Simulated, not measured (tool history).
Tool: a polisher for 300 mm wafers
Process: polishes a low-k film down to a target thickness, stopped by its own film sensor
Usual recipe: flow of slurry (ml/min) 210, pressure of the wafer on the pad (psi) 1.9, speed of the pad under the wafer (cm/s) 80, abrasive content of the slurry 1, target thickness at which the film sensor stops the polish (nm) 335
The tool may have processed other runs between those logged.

run   hour  flow of slurry (ml/min)  pressure of the wafer on the pad (psi)  speed of the pad under the wafer (cm/s)  abrasive content of the slurry  target thickness at which the film sensor stops the polish (nm)  wafers since the last listed run  wafers polished on this pad  hours since the slurry nozzle was cleaned  hours since the head pressure was calibrated  hours since the slurry blender was calibrated  hours since the conditioning disc was replaced  incoming thickness of the incoming film, nm  time until the film sensor stopped the polish (s)
  1      0                      210                                     1.3                                       80                               1                                                              335                                 0                          635                                       13.6                                        1294.4                                           51.9                                           166.9                                        356.7                                               80.2
  2   29.6                      210                                     1.9                                       80                               1                                                              335                               171                          806                                       43.2                                          1324                                           81.5                                           196.5                                        357.2                                               58.5
  3   52.3                      210                                     1.9                                       80                             0.9                                                              335                               131                          937                                       65.9                                        1346.7                                          104.2                                           219.2                                        363.5                                                 77
  4   74.2                      210                                     1.9                                       80                             0.9                                                              335                               126                         1064                                       87.8                                        1368.6                                          126.1                                           241.1                                        362.8                                               73.8
        78  -- conditioning disc replaced and pad reconditioned
  5   99.4                      210                                     1.9                                       80                               1                                                              335                               134                         1199                                        113                                        1393.8                                          151.3                                            21.4                                        364.4                                               76.2
  6  128.4                      210                                     1.9                                       80                               1                                                              335                               167                         1367                                        142                                        1422.8                                          180.3                                            50.4                                        362.6                                               71.9
     135.3  -- worn pad replaced by a new one
  7  143.7                      210                                     1.5                                       80                               1                                                              335                                65                           48                                      157.3                                        1438.1                                          195.6                                            65.7                                        355.7                                               69.1
     161.9  -- head pressure recalibrated
     177.5  -- slurry blender recalibrated
  8  178.8                      210                                     1.5                                       80                               1                                                              335                               180                          228                                      192.4                                          16.9                                            1.3                                           100.8                                        358.1                                               81.2
  9  210.4                      210                                     1.5                                       80                               1                                                              335                               183                          411                                        224                                          48.5                                           32.9                                           132.4                                        360.6                                               93.1
 10  244.6                      210                                     1.9                                       80                               1                                                              335                               198                          610                                      258.2                                          82.7                                           67.1                                           166.6                                        359.8                                               73.6
     266.3  -- slurry blender recalibrated, repeated, since the last time left the tool worse
     276.5  -- slurry nozzle cleaned
 11  276.8                      210                                     1.9                                       92                            0.85                                                              335                               169                          779                                        0.3                                         114.9                                           10.5                                           198.8                                        366.1                                               71.6
 12  308.4                      210                                     1.3                                       80                               1                                                              335                               183                          962                                       31.9                                         146.5                                           42.1                                           230.4                                          358                                               82.3
 13  321.1                      165                                     2.6                                       58                               1                                                              326                                73                         1035                                       44.6                                         159.2                                           54.8                                           243.1                                        357.3                                               77.4
     333.7  -- conditioning disc replaced and pad reconditioned
     337.2  -- worn pad replaced by a new one
 14  337.8                      280                                     1.4                                       80                            0.75                                                              335                                64                            3                                       61.3                                         175.9                                           71.5                                             4.1                                        356.7                                               78.9
 15  364.2                      240                                     2.1                                       80                             0.9                                                              335                               152                          156                                       87.7                                         202.3                                           97.9                                            30.5                                        361.7                                               62.4
 16  387.8                      210                                     1.9                                       80                             0.9                                                              335                               136                          293                                      111.3                                         225.9                                          121.5                                            54.1                                        359.9                                               65.6
 17  408.8                      185                                     2.2                                      104                               1                                                              342                               121                          414                                      132.3                                         246.9                                          142.5                                            75.1                                        356.8                                               26.9
 18    431                      210                                     1.9                                       80                               1                                                              335                               128                          543                                      154.5                                         269.1                                          164.7                                            97.3                                        355.2                                               52.7
 19  446.8                      160                                     2.1                                       80                               1                                                              333                                91                          634                                      170.3                                         284.9                                          180.5                                           113.1                                        365.5                                               76.7

What if the next run were any one of these 3? Each begins from the tool's condition after run 19:
  A  447.2                      180                                     1.9                                       80                               1                                                              335                                 2                          637                                      170.7                                         285.3                                          180.9                                           113.5                                          356                                                  ?
  B  447.2                      210                                     1.9                                      100                               1                                                              327                                 2                          637                                      170.7                                         285.3                                          180.9                                           113.5                                          356                                                  ?
  C  447.2                      210                                     2.6                                       98                            0.85                                                              342                                 2                          637                                      170.7                                         285.3                                          180.9                                           113.5                                          356                                                  ?

run  time until the film sensor stopped the polish (s)
  A                                               55.3
  B                                               62.6
  C                                               23.7
With the hidden condition removed and each run's random variation left untouched, the same runs would have given:
run  time until the film sensor stopped the polish (s)
  A                                               52.3
  B                                               59.3
  C                                               22.4
